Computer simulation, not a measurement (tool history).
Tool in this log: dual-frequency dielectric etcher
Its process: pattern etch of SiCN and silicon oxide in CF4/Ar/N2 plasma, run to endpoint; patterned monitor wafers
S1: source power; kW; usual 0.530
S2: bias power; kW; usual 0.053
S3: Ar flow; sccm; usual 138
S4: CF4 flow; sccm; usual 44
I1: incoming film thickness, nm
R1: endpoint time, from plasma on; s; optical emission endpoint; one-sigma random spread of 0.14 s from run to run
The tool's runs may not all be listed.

run 1 hour=0.0 | S1=0.530 S2=0.053 S3=138 S4=44 | I1=11.00 | R1=15.6
run 2 hour=25.3 | S1=0.530 S2=0.053 S3=138 S4=44 | I1=11.01 | R1=15.9
run 3 hour=58.7 | S1=0.530 S2=0.053 S3=138 S4=44 | I1=10.99 | R1=15.4
run 4 hour=91.5 | S1=0.530 S2=0.047 S3=138 S4=44 | I1=10.90 | R1=16.2
run 5 hour=117.3 | S1=0.530 S2=0.047 S3=138 S4=44 | I1=10.96 | R1=16.3
-- hour=159.7 Ar flow controller replaced
-- hour=193.6 bias power generator calibrated
run 6 hour=210.4 | S1=0.530 S2=0.053 S3=138 S4=44 | I1=10.99 | R1=15.5
run 7 hour=232.7 | S1=0.530 S2=0.053 S3=138 S4=44 | I1=10.84 | R1=15.3
run 8 hour=245.1 | S1=0.530 S2=0.053 S3=138 S4=44 | I1=11.13 | R1=15.8
run 9 hour=262.4 | S1=0.530 S2=0.053 S3=138 S4=44 | I1=11.01 | R1=15.3
run 10 hour=298.3 | S1=0.530 S2=0.043 S3=138 S4=44 | I1=10.99 | R1=16.9
-- hour=314.3 CF4 flow controller replaced
-- hour=322.6 wet clean of the chamber
run 11 hour=328.1 | S1=0.530 S2=0.053 S3=162 S4=44 | I1=11.02 | R1=16.2
run 12 hour=362.4 | S1=0.430 S2=0.058 S3=167 S4=48 | I1=10.99 | R1=17.8

The next listed run, before its measurement:
run 13 hour=388.1 | S1=0.570 S2=0.053 S3=138 S4=48 | I1=10.92 | R1=?

R1: 14.4 s
If the tool had no hidden condition, the same run with the same run-to-run variation would have returned R1 14.4 s.
